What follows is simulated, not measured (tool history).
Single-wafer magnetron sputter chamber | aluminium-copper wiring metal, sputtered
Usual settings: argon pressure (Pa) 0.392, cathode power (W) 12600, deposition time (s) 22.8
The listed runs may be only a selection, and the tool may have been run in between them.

| run | hour | argon pressure (Pa) | cathode power (W) | deposition time (s) | read-back reference wafer on the same gauge, thickness_nm | mean film thickness on the monitor wafer (nm) |
|---|---|---|---|---|---|---|
| 1 | 0 | 0.392 | 12600 | 22.8 | 454.73 | 431.991 |
| 2 | 6.6 | 0.392 | 12600 | 22.8 | 454.907 | 431.292 |
| 3 | 48.6 | 0.392 | 12600 | 22.8 | 455.014 | 429.629 |
| 4 | 65.2 | 0.392 | 12600 | 22.8 | 454.834 | 428.177 |
| 5 | 74.9 | 0.392 | 12600 | 22.8 | 455.059 | 430.708 |
| 6 | 89.5 | 0.392 | 12600 | 22.8 | 455.635 | 425.623 |
| 7 | 103.7 | 0.392 | 12600 | 22.8 | 455.217 | 428.893 |
| 8 | 120.8 | 0.392 | 12600 | 22.8 | 454.644 | 424.993 |
| 9 | 131.9 | 0.392 | 12600 | 22.8 | 455.244 | 427.154 |
| 10 | 139.1 | 0.392 | 12600 | 22.8 | 455.545 | 426.267 |
|  | 151.3 | capacitance manometer re-zeroed and calibrated |
|  | 152.7 | gauge calibrated |
| 11 | 166.1 | 0.392 | 12600 | 22.8 | 455.453 | 424.698 |
|  | 186.1 | sputter target and shields replaced |
| 12 | 186.6 | 0.392 | 12600 | 22.8 | 454.764 | 440.132 |
| 13 | 189.2 | 0.392 | 12600 | 22.8 | 454.994 | 442.878 |
| 14 | 203.6 | 0.392 | 12600 | 22.8 | 454.829 | 442.694 |
| 15 | 213.1 | 0.392 | 12600 | 22.8 | 455.419 | 442.937 |
| 16 | 243.2 | 0.308 | 10750 | 22.8 | 455.603 | 391.387 |
| 17 | 256.2 | 0.392 | 11750 | 24.1 | 454.61 | 433.494 |
| 18 | 272.6 | 0.392 | 13450 | 18.4 | 455.218 | 376.739 |
| 19 | 283.8 | 0.392 | 11600 | 26.2 | 455.206 | 464.8 |
| 20 | 294.4 | 0.392 | 12600 | 22.8 | 454.796 | 437.66 |
|  | 303 | magnet pack replaced |
| 21 | 305.8 | 0.456 | 10300 | 22.8 | 455.038 | 348.422 |
| 22 | 321.8 | 0.392 | 12600 | 22.8 | 454.624 | 439.49 |
| 23 | 338.8 | 0.392 | 12600 | 22.8 | 454.927 | 435.282 |
| 24 | 354.7 | 0.392 | 12600 | 18.3 | 455.037 | 350.333 |
| 25 | 363.3 | 0.447 | 13650 | 22.8 | 454.787 | 461.054 |
| 26 | 375.3 | 0.461 | 13500 | 22.8 | 455.056 | 455.347 |
| 27 | 389.6 | 0.392 | 12600 | 22.8 | 454.92 | 436.658 |
| 28 | 401.5 | 0.344 | 12600 | 26.3 | 455.347 | 510.337 |
| 29 | 413.1 | 0.352 | 12600 | 20.8 | 454.928 | 403.258 |
| 30 | 423.2 | 0.352 | 12600 | 18.4 | 454.84 | 358.432 |

4 options for the next run, each taken on its own from the tool as it stands now. Forecast them:
| A | 423.6 | 0.392 | 12600 | 22.8 | ? | ? |
| B | 423.6 | 0.54 | 12600 | 22.8 | ? | ? |
| C | 423.6 | 0.439 | 15650 | 20.9 | ? | ? |
| D | 423.6 | 0.392 | 13750 | 22.8 | ? | ? |

| run | read-back reference wafer on the same gauge, thickness_nm | mean film thickness on the monitor wafer (nm) |
|---|---|---|
| A | 454.799 | 433.147 |
| B | 454.799 | 405.494 |
| C | 454.799 | 482.85 |
| D | 454.799 | 472.681 |
With no hidden state in the tool, these same runs would have given:
| run | mean film thickness on the monitor wafer (nm) |
|---|---|
| A | 443.797 |
| B | 415.464 |
| C | 494.721 |
| D | 484.302 |
